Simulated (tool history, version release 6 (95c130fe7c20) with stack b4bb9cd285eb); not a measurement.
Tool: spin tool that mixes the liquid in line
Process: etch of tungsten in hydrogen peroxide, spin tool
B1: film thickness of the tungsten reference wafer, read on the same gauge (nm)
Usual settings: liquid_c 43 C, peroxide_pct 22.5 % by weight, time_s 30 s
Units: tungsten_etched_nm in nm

run 1 hour=0 | liquid_c=43 peroxide_pct=20.5 time_s=30 | B1=129.99 | tungsten_etched_nm=40.32
run 2 hour=71.5 | liquid_c=43 peroxide_pct=20.5 time_s=30 | B1=129.97 | tungsten_etched_nm=39.48
run 3 hour=253.5 | liquid_c=43 peroxide_pct=20.5 time_s=30 | B1=129.99 | tungsten_etched_nm=39.17
run 4 hour=279.7 | liquid_c=40.5 peroxide_pct=22.5 time_s=30 | B1=130 | tungsten_etched_nm=34.56
run 5 hour=335.7 | liquid_c=40.5 peroxide_pct=22.5 time_s=30 | B1=130.02 | tungsten_etched_nm=35.28
run 6 hour=399.1 | liquid_c=40.5 peroxide_pct=22.5 time_s=30 | B1=130 | tungsten_etched_nm=34.1
-- hour=457.3 thermometer replaced
run 7 hour=469.6 | liquid_c=40.5 peroxide_pct=22.5 time_s=40 | B1=130.04 | tungsten_etched_nm=48.12
run 8 hour=550.3 | liquid_c=43 peroxide_pct=22.5 time_s=35 | B1=129.99 | tungsten_etched_nm=49.27
run 9 hour=586.5 | liquid_c=43 peroxide_pct=22.5 time_s=35 | B1=130.01 | tungsten_etched_nm=49.12
run 10 hour=644.2 | liquid_c=43 peroxide_pct=22.5 time_s=30 | B1=130.01 | tungsten_etched_nm=42.09
run 11 hour=698.5 | liquid_c=43 peroxide_pct=22.5 time_s=30 | B1=130.04 | tungsten_etched_nm=42.52
-- hour=706.1 peroxide flow meter replaced
run 12 hour=724.6 | liquid_c=43 peroxide_pct=22.5 time_s=30 | B1=129.96 | tungsten_etched_nm=41.53
run 13 hour=789.1 | liquid_c=43 peroxide_pct=24 time_s=30 | B1=130.01 | tungsten_etched_nm=43.18
-- hour=859.1 heated supply line repaired
run 14 hour=972.8 | liquid_c=43 peroxide_pct=22.5 time_s=30 | B1=130.01 | tungsten_etched_nm=41.29
-- hour=1016.1 new drum of peroxide connected
run 15 hour=1031.5 | liquid_c=39.5 peroxide_pct=27.5 time_s=50 | B1=130.03 | tungsten_etched_nm=60.59
-- hour=1055.9 gauge calibrated
run 16 hour=1181.9 | liquid_c=43 peroxide_pct=26 time_s=30 | B1=130.07 | tungsten_etched_nm=43.8
run 17 hour=1245.7 | liquid_c=43 peroxide_pct=22.5 time_s=30 | B1=130.04 | tungsten_etched_nm=40.92
run 18 hour=1279.2 | liquid_c=40.5 peroxide_pct=22.5 time_s=30 | B1=130.04 | tungsten_etched_nm=34.17
run 19 hour=1350.7 | liquid_c=43 peroxide_pct=20 time_s=30 | B1=129.98 | tungsten_etched_nm=37.55
-- hour=1380.9 thermometer replaced
run 20 hour=1403.2 | liquid_c=37.5 peroxide_pct=22.5 time_s=30 | B1=129.95 | tungsten_etched_nm=30.01
run 21 hour=1448 | liquid_c=43 peroxide_pct=22.5 time_s=30 | B1=130 | tungsten_etched_nm=42.49
run 22 hour=1484.6 | liquid_c=43 peroxide_pct=22.5 time_s=45 | B1=129.97 | tungsten_etched_nm=63.09
run 23 hour=1527.8 | liquid_c=43 peroxide_pct=27 time_s=30 | B1=130.03 | tungsten_etched_nm=46.12
run 24 hour=1574.6 | liquid_c=48 peroxide_pct=26 time_s=40 | B1=130.01 | tungsten_etched_nm=82.21
run 25 hour=1644.8 | liquid_c=43 peroxide_pct=22.5 time_s=20 | B1=129.99 | tungsten_etched_nm=27.63
run 26 hour=1708.6 | liquid_c=34 peroxide_pct=24.5 time_s=30 | B1=129.97 | tungsten_etched_nm=24.09
run 27 hour=1738.7 | liquid_c=51 peroxide_pct=22.5 time_s=30 | B1=129.95 | tungsten_etched_nm=67.95

The same runs without the tool's hidden state, with the same run-to-run variation:
The hidden state here: liquid colder than its thermometer reads (K); peroxide flow below the setpoint (%); temperature lost on the way to the wafer (K); peroxide weaker than its label (%); gauge reads high (%).
run=1 tungsten_etched_nm=41.49
run=2 tungsten_etched_nm=40.79
run=3 tungsten_etched_nm=40.91
run=4 tungsten_etched_nm=36.17
run=5 tungsten_etched_nm=37.05
run=6 tungsten_etched_nm=35.94
run=7 tungsten_etched_nm=48.5
run=8 tungsten_etched_nm=49.9
run=9 tungsten_etched_nm=49.85
run=10 tungsten_etched_nm=42.85
run=11 tungsten_etched_nm=43.42
run=12 tungsten_etched_nm=42.5
run=13 tungsten_etched_nm=44.33
run=14 tungsten_etched_nm=42.85
run=15 tungsten_etched_nm=63.14
run=16 tungsten_etched_nm=46.02
run=17 tungsten_etched_nm=43.15
run=18 tungsten_etched_nm=36.13
run=19 tungsten_etched_nm=39.83
run=20 tungsten_etched_nm=30.29
run=21 tungsten_etched_nm=43.01
run=22 tungsten_etched_nm=63.98
run=23 tungsten_etched_nm=46.89
run=24 tungsten_etched_nm=83.75
run=25 tungsten_etched_nm=28.27
run=26 tungsten_etched_nm=24.79
run=27 tungsten_etched_nm=69.83
